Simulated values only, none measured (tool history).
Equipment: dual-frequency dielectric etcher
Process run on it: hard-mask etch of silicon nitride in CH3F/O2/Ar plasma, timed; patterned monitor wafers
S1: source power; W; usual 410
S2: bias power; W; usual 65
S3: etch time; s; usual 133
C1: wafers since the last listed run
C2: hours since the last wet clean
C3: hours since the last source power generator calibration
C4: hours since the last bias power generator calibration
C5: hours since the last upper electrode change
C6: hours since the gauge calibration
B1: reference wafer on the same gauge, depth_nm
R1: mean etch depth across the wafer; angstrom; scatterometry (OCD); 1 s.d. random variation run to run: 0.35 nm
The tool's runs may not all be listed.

{"run": 1, "hour": 0.0, "S1": 410, "S2": 65, "S3": 133, "C1": 0, "C2": 156.1, "C3": 1303.3, "C4": 2403.9, "C5": 4201.7, "C6": 1368.9, "B1": 97.3, "R1": 873}
{"run": 2, "hour": 38.3, "S1": 410, "S2": 59, "S3": 133, "C1": 304, "C2": 194.4, "C3": 1341.6, "C4": 2442.2, "C5": 4240, "C6": 1407.2, "B1": 97.5, "R1": 831}
{"run": 3, "hour": 104.2, "S1": 410, "S2": 59, "S3": 133, "C1": 523, "C2": 260.3, "C3": 1407.5, "C4": 2508.1, "C5": 4305.9, "C6": 1473.1, "B1": 97.4, "R1": 830}
{"hour": 113.0, "done": "gauge calibrated"}
{"run": 4, "hour": 171.9, "S1": 410, "S2": 59, "S3": 133, "C1": 537, "C2": 328, "C3": 1475.2, "C4": 2575.8, "C5": 4373.6, "C6": 58.9, "B1": 97.5, "R1": 829}
{"run": 5, "hour": 387.8, "S1": 410, "S2": 65, "S3": 133, "C1": 1715, "C2": 543.9, "C3": 1691.1, "C4": 2791.7, "C5": 4589.5, "C6": 274.8, "B1": 97.5, "R1": 867}
{"run": 6, "hour": 438.7, "S1": 480, "S2": 65, "S3": 133, "C1": 404, "C2": 594.8, "C3": 1742, "C4": 2842.6, "C5": 4640.4, "C6": 325.7, "B1": 97.3, "R1": 904}
{"run": 7, "hour": 493.3, "S1": 480, "S2": 65, "S3": 133, "C1": 433, "C2": 649.4, "C3": 1796.6, "C4": 2897.2, "C5": 4695, "C6": 380.3, "B1": 97.1, "R1": 897}
{"hour": 542.4, "done": "wet clean of the chamber"}
{"run": 8, "hour": 542.9, "S1": 480, "S2": 65, "S3": 133, "C1": 203, "C2": 0.5, "C3": 1846.2, "C4": 2946.8, "C5": 4744.6, "C6": 429.9, "B1": 97.7, "R1": 905}
{"run": 9, "hour": 574.1, "S1": 410, "S2": 65, "S3": 133, "C1": 247, "C2": 31.7, "C3": 1877.4, "C4": 2978, "C5": 4775.8, "C6": 461.1, "B1": 97.6, "R1": 866}
{"run": 10, "hour": 600.4, "S1": 410, "S2": 65, "S3": 133, "C1": 208, "C2": 58, "C3": 1903.7, "C4": 3004.3, "C5": 4802.1, "C6": 487.4, "B1": 97.3, "R1": 859}
{"run": 11, "hour": 667.6, "S1": 410, "S2": 65, "S3": 133, "C1": 533, "C2": 125.2, "C3": 1970.9, "C4": 3071.5, "C5": 4869.3, "C6": 554.6, "B1": 97.5, "R1": 859}
{"run": 12, "hour": 719.7, "S1": 410, "S2": 65, "S3": 133, "C1": 413, "C2": 177.3, "C3": 2023, "C4": 3123.6, "C5": 4921.4, "C6": 606.7, "B1": 97.6, "R1": 865}
{"hour": 775.9, "done": "source power generator calibrated"}
{"run": 13, "hour": 776.4, "S1": 410, "S2": 65, "S3": 133, "C1": 418, "C2": 234, "C3": 0.5, "C4": 3180.3, "C5": 4978.1, "C6": 663.4, "B1": 97.4, "R1": 861}
{"hour": 788.2, "done": "bias power generator calibrated"}
{"run": 14, "hour": 832.0, "S1": 410, "S2": 65, "S3": 133, "C1": 409, "C2": 289.6, "C3": 56.1, "C4": 43.8, "C5": 5033.7, "C6": 719, "B1": 97.4, "R1": 890}
{"run": 15, "hour": 895.7, "S1": 410, "S2": 59, "S3": 133, "C1": 506, "C2": 353.3, "C3": 119.8, "C4": 107.5, "C5": 5097.4, "C6": 782.7, "B1": 97.2, "R1": 841}
{"run": 16, "hour": 926.2, "S1": 410, "S2": 65, "S3": 133, "C1": 242, "C2": 383.8, "C3": 150.3, "C4": 138, "C5": 5127.9, "C6": 813.2, "B1": 97.5, "R1": 883}
{"run": 17, "hour": 982.9, "S1": 370, "S2": 79, "S3": 153.5, "C1": 450, "C2": 440.5, "C3": 207, "C4": 194.7, "C5": 5184.6, "C6": 869.9, "B1": 97.3, "R1": 1101}
{"hour": 1020.1, "done": "upper electrode replaced, of another model than before"}
{"run": 18, "hour": 1027.1, "S1": 460, "S2": 53, "S3": 122.5, "C1": 160, "C2": 484.7, "C3": 251.2, "C4": 238.9, "C5": 7, "C6": 914.1, "B1": 97.4, "R1": 777}
{"run": 19, "hour": 1091.1, "S1": 410, "S2": 65, "S3": 133, "C1": 508, "C2": 548.7, "C3": 315.2, "C4": 302.9, "C5": 71, "C6": 978.1, "B1": 97.5, "R1": 883}
{"run": 20, "hour": 1149.5, "S1": 330, "S2": 72, "S3": 133, "C1": 463, "C2": 607.1, "C3": 373.6, "C4": 361.3, "C5": 129.4, "C6": 1036.5, "B1": 97.3, "R1": 888}
{"hour": 1205.7, "done": "wet clean of the chamber"}
{"run": 21, "hour": 1206.2, "S1": 410, "S2": 65, "S3": 133, "C1": 259, "C2": 0.5, "C3": 430.3, "C4": 418, "C5": 186.1, "C6": 1093.2, "B1": 97.4, "R1": 882}
{"run": 22, "hour": 1251.4, "S1": 330, "S2": 65, "S3": 97.5, "C1": 359, "C2": 45.7, "C3": 475.5, "C4": 463.2, "C5": 231.3, "C6": 1138.4, "B1": 97.4, "R1": 627}
{"run": 23, "hour": 1309.9, "S1": 460, "S2": 65, "S3": 121.5, "C1": 464, "C2": 104.2, "C3": 534, "C4": 521.7, "C5": 289.8, "C6": 1196.9, "B1": 97.4, "R1": 829}
{"run": 24, "hour": 1338.1, "S1": 340, "S2": 81, "S3": 103.5, "C1": 224, "C2": 132.4, "C3": 562.2, "C4": 549.9, "C5": 318, "C6": 1225.1, "B1": 97.3, "R1": 728}
{"hour": 1348.1, "done": "gauge calibrated"}
{"run": 25, "hour": 1382.3, "S1": 460, "S2": 65, "S3": 133, "C1": 351, "C2": 176.6, "C3": 606.4, "C4": 594.1, "C5": 362.2, "C6": 34.2, "B1": 97.5, "R1": 904}
{"run": 26, "hour": 1441.6, "S1": 410, "S2": 65, "S3": 133, "C1": 471, "C2": 235.9, "C3": 665.7, "C4": 653.4, "C5": 421.5, "C6": 93.5, "B1": 97.5, "R1": 886}
{"run": 27, "hour": 1512.0, "S1": 510, "S2": 80, "S3": 96, "C1": 559, "C2": 306.3, "C3": 736.1, "C4": 723.8, "C5": 491.9, "C6": 163.9, "B1": 97.4, "R1": 716}
{"run": 28, "hour": 1569.5, "S1": 460, "S2": 49, "S3": 147, "C1": 456, "C2": 363.8, "C3": 793.6, "C4": 781.3, "C5": 549.4, "C6": 221.4, "B1": 97.3, "R1": 899}
{"run": 29, "hour": 1639.6, "S1": 370, "S2": 65, "S3": 133, "C1": 556, "C2": 433.9, "C3": 863.7, "C4": 851.4, "C5": 619.5, "C6": 291.5, "B1": 97.5, "R1": 866}
{"run": 30, "hour": 1710.1, "S1": 370, "S2": 81, "S3": 147, "C1": 560, "C2": 504.4, "C3": 934.2, "C4": 921.9, "C5": 690, "C6": 362, "B1": 97.4, "R1": 1037}
{"run": 31, "hour": 1737.8, "S1": 330, "S2": 65, "S3": 133, "C1": 220, "C2": 532.1, "C3": 961.9, "C4": 949.6, "C5": 717.7, "C6": 389.7, "B1": 97.4, "R1": 846}

Consider 3 possible next runs. They are alternatives, not a sequence: every one starts from the tool as it was left by run 31. What does each give?
{"run": "A", "hour": 1738.3, "S1": 410, "S2": 65, "S3": 156, "C1": 3, "C2": 532.6, "C3": 962.4, "C4": 950.1, "C5": 718.2, "C6": 390.2, "B1": "?", "R1": "?"}
{"run": "B", "hour": 1738.3, "S1": 510, "S2": 65, "S3": 97, "C1": 3, "C2": 532.6, "C3": 962.4, "C4": 950.1, "C5": 718.2, "C6": 390.2, "B1": "?", "R1": "?"}
{"run": "C", "hour": 1738.3, "S1": 330, "S2": 61, "S3": 133, "C1": 3, "C2": 532.6, "C3": 962.4, "C4": 950.1, "C5": 718.2, "C6": 390.2, "B1": "?", "R1": "?"}

run=A B1=97.4 R1=1029
run=B B1=97.4 R1=666
run=C B1=97.4 R1=827
Take away the tool's hidden state, keep each run's random variation, and the runs would have read:
run=A R1=1031
run=B R1=668
run=C R1=830

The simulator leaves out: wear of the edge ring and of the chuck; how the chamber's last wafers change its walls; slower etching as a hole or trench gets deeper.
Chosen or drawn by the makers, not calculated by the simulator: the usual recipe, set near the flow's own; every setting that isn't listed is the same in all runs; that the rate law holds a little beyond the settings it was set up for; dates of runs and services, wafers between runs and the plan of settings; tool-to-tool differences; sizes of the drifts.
